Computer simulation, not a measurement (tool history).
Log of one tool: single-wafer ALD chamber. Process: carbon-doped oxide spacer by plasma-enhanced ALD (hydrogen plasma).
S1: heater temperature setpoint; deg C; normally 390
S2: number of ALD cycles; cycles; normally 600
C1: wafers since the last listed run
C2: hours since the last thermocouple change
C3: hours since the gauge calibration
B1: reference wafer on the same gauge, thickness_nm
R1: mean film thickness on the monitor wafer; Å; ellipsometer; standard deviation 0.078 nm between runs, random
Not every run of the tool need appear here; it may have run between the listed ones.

{"run": 1, "hour": 0.0, "S1": 390, "S2": 654, "C1": 0, "C2": 147.1, "C3": 779.9, "B1": 27.126, "R1": 343.06}
{"run": 2, "hour": 41.0, "S1": 390, "S2": 654, "C1": 24, "C2": 188.1, "C3": 820.9, "B1": 27.113, "R1": 342.66}
{"run": 3, "hour": 272.7, "S1": 390, "S2": 654, "C1": 141, "C2": 419.8, "C3": 1052.6, "B1": 27.191, "R1": 344.47}
{"run": 4, "hour": 333.8, "S1": 390, "S2": 600, "C1": 37, "C2": 480.9, "C3": 1113.7, "B1": 27.222, "R1": 317.48}
{"run": 5, "hour": 376.1, "S1": 390, "S2": 600, "C1": 25, "C2": 523.2, "C3": 1156, "B1": 27.241, "R1": 317.13}
{"run": 6, "hour": 413.2, "S1": 390, "S2": 600, "C1": 22, "C2": 560.3, "C3": 1193.1, "B1": 27.251, "R1": 316.36}
{"run": 7, "hour": 484.0, "S1": 390, "S2": 600, "C1": 43, "C2": 631.1, "C3": 1263.9, "B1": 27.308, "R1": 316.14}
{"run": 8, "hour": 578.5, "S1": 390, "S2": 600, "C1": 57, "C2": 725.6, "C3": 1358.4, "B1": 27.346, "R1": 315.88}
{"run": 9, "hour": 755.1, "S1": 397, "S2": 542, "C1": 107, "C2": 902.2, "C3": 1535, "B1": 27.374, "R1": 287.91}
{"run": 10, "hour": 835.5, "S1": 390, "S2": 600, "C1": 49, "C2": 982.6, "C3": 1615.4, "B1": 27.439, "R1": 318.34}
{"run": 11, "hour": 918.3, "S1": 390, "S2": 600, "C1": 50, "C2": 1065.4, "C3": 1698.2, "B1": 27.453, "R1": 319.03}
{"run": 12, "hour": 986.8, "S1": 384, "S2": 686, "C1": 41, "C2": 1133.9, "C3": 1766.7, "B1": 27.492, "R1": 364.87}
{"hour": 1007.9, "done": "thermocouple changed; heater temperature recalibrated"}
{"hour": 1013.2, "done": "gauge calibrated"}
{"run": 13, "hour": 1053.1, "S1": 390, "S2": 600, "C1": 35, "C2": 45.2, "C3": 39.9, "B1": 27.037, "R1": 314.19}
{"run": 14, "hour": 1092.7, "S1": 397, "S2": 689, "C1": 24, "C2": 84.8, "C3": 79.5, "B1": 27.031, "R1": 361.42}
{"run": 15, "hour": 1160.7, "S1": 377, "S2": 492, "C1": 41, "C2": 152.8, "C3": 147.5, "B1": 27.052, "R1": 257.55}
{"run": 16, "hour": 1430.3, "S1": 381, "S2": 670, "C1": 164, "C2": 422.4, "C3": 417.1, "B1": 27.15, "R1": 351.85}
{"run": 17, "hour": 1500.6, "S1": 377, "S2": 551, "C1": 42, "C2": 492.7, "C3": 487.4, "B1": 27.214, "R1": 289.85}
{"run": 18, "hour": 1543.5, "S1": 390, "S2": 670, "C1": 26, "C2": 535.6, "C3": 530.3, "B1": 27.221, "R1": 354.69}
{"run": 19, "hour": 1798.6, "S1": 382, "S2": 600, "C1": 155, "C2": 790.7, "C3": 785.4, "B1": 27.314, "R1": 316.73}
{"run": 20, "hour": 1896.0, "S1": 390, "S2": 600, "C1": 59, "C2": 888.1, "C3": 882.8, "B1": 27.366, "R1": 318.28}
{"run": 21, "hour": 1997.4, "S1": 402, "S2": 528, "C1": 61, "C2": 989.5, "C3": 984.2, "B1": 27.372, "R1": 277.34}
{"run": 22, "hour": 2037.6, "S1": 399, "S2": 502, "C1": 24, "C2": 1029.7, "C3": 1024.4, "B1": 27.429, "R1": 266.44}

Hidden state, per run?
wafer temperature above the value expected at the setpoint (K): 0 on each run
H1: gauge reads high (%)
run=1 H1=0.755
run=2 H1=0.815
run=3 H1=1.15
run=4 H1=1.24
run=5 H1=1.3
run=6 H1=1.36
run=7 H1=1.46
run=8 H1=1.6
run=9 H1=1.86
run=10 H1=1.98
run=11 H1=2.1
run=12 H1=2.2
run=13 H1=0.471
run=14 H1=0.529
run=15 H1=0.628
run=16 H1=1.02
run=17 H1=1.12
run=18 H1=1.19
run=19 H1=1.56
run=20 H1=1.7
run=21 H1=1.85
run=22 H1=1.91

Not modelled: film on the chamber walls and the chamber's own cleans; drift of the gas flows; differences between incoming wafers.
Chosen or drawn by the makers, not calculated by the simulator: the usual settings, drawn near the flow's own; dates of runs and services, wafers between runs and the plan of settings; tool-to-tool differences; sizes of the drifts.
